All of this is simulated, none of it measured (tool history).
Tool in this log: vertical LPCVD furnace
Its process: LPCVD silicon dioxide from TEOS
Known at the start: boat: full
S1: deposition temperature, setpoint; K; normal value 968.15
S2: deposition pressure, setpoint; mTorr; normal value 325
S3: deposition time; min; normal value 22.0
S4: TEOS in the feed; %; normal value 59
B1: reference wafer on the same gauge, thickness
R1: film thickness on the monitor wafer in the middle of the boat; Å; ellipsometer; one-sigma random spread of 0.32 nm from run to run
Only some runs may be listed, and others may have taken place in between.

| run | hour | S1 | S2 | S3 | S4 | B1 | R1 |
|---|---|---|---|---|---|---|---|
| 1 | 0.0 | 968.15 | 325 | 22.0 | 59 | 156.55 | 1315.5 |
| 2 | 31.7 | 968.15 | 325 | 22.0 | 59 | 156.50 | 1328.1 |
| 3 | 52.0 | 968.15 | 325 | 22.0 | 59 | 156.52 | 1320.6 |
| 4 | 75.9 | 968.15 | 325 | 22.0 | 59 | 156.46 | 1322.8 |
| 5 | 101.7 | 968.15 | 325 | 22.0 | 59 | 156.52 | 1321.0 |
| 6 | 164.7 | 968.15 | 325 | 22.0 | 59 | 156.37 | 1315.9 |
|  | 211.3 | thermocouples replaced and temperature profile calibrated |
| 7 | 211.8 | 968.15 | 325 | 22.0 | 59 | 156.20 | 1317.5 |
| 8 | 223.8 | 968.15 | 365 | 22.0 | 51 | 156.21 | 1294.8 |
| 9 | 257.9 | 968.15 | 365 | 22.0 | 51 | 156.14 | 1291.7 |
| 10 | 287.6 | 974.15 | 360 | 19.5 | 64 | 155.98 | 1470.9 |
| 11 | 310.4 | 968.15 | 325 | 22.0 | 59 | 155.93 | 1308.6 |
| 12 | 325.5 | 968.15 | 255 | 22.0 | 70 | 155.87 | 1268.3 |
| 13 | 352.5 | 968.15 | 385 | 22.0 | 67 | 156.01 | 1526.5 |
| 14 | 374.2 | 968.15 | 385 | 14.0 | 53 | 155.86 | 863.3 |
| 15 | 398.8 | 968.15 | 325 | 22.0 | 59 | 155.76 | 1313.3 |
| 16 | 434.4 | 965.15 | 250 | 22.0 | 49 | 155.62 | 974.2 |
| 17 | 480.8 | 968.15 | 325 | 22.0 | 59 | 155.49 | 1311.5 |
|  | 521.5 | pressure gauge zeroed |
| 18 | 525.5 | 979.15 | 370 | 29.0 | 67 | 155.27 | 2535.8 |
|  | 573.1 | TEOS flow controller replaced |
| 19 | 573.6 | 962.15 | 325 | 16.5 | 64 | 155.13 | 886.1 |
| 20 | 577.3 | 974.15 | 385 | 29.5 | 59 | 155.12 | 2195.8 |
| 21 | 594.9 | 968.15 | 395 | 22.0 | 59 | 155.14 | 1446.7 |
| 22 | 611.8 | 975.15 | 325 | 22.0 | 59 | 155.06 | 1538.4 |
|  | 620.4 | gauge calibrated |
| 23 | 644.8 | 968.15 | 390 | 29.5 | 59 | 157.27 | 1952.3 |
| 24 | 657.4 | 961.15 | 325 | 22.0 | 68 | 157.29 | 1207.4 |
| 25 | 671.1 | 979.15 | 325 | 22.0 | 59 | 157.21 | 1714.3 |
| 26 | 704.1 | 968.15 | 325 | 22.0 | 59 | 157.28 | 1322.0 |
| 27 | 722.3 | 968.15 | 325 | 22.0 | 59 | 157.30 | 1325.8 |
| 28 | 741.0 | 957.15 | 390 | 17.0 | 50 | 157.21 | 794.9 |
| 29 | 814.0 | 977.15 | 375 | 13.5 | 53 | 157.20 | 1017.9 |
| 30 | 839.9 | 963.15 | 325 | 22.0 | 70 | 157.24 | 1286.0 |
| 31 | 869.7 | 968.15 | 325 | 22.0 | 59 | 157.08 | 1327.0 |
| 32 | 885.8 | 957.15 | 325 | 22.0 | 53 | 157.28 | 969.1 |

Exercise: give the hidden state of the tool at every run:
true tube temperature minus thermocouple reading, K: 0, the same for each run
true pressure minus gauge reading, mTorr: 0, the same for each run
deviation of the TEOS flow from its setpoint, %: 0, the same for each run
H1: gauge reads high (%)
| run | H1 |
|---|---|
| 1 | -0.216 |
| 2 | -0.253 |
| 3 | -0.277 |
| 4 | -0.307 |
| 5 | -0.34 |
| 6 | -0.428 |
| 7 | -0.499 |
| 8 | -0.517 |
| 9 | -0.572 |
| 10 | -0.622 |
| 11 | -0.661 |
| 12 | -0.688 |
| 13 | -0.737 |
| 14 | -0.777 |
| 15 | -0.824 |
| 16 | -0.895 |
| 17 | -0.99 |
| 18 | -1.09 |
| 19 | -1.19 |
| 20 | -1.2 |
| 21 | -1.24 |
| 22 | -1.28 |
| 23 | 0.176 |
| 24 | 0.175 |
| 25 | 0.174 |
| 26 | 0.169 |
| 27 | 0.166 |
| 28 | 0.162 |
| 29 | 0.138 |
| 30 | 0.127 |
| 31 | 0.113 |
| 32 | 0.104 |
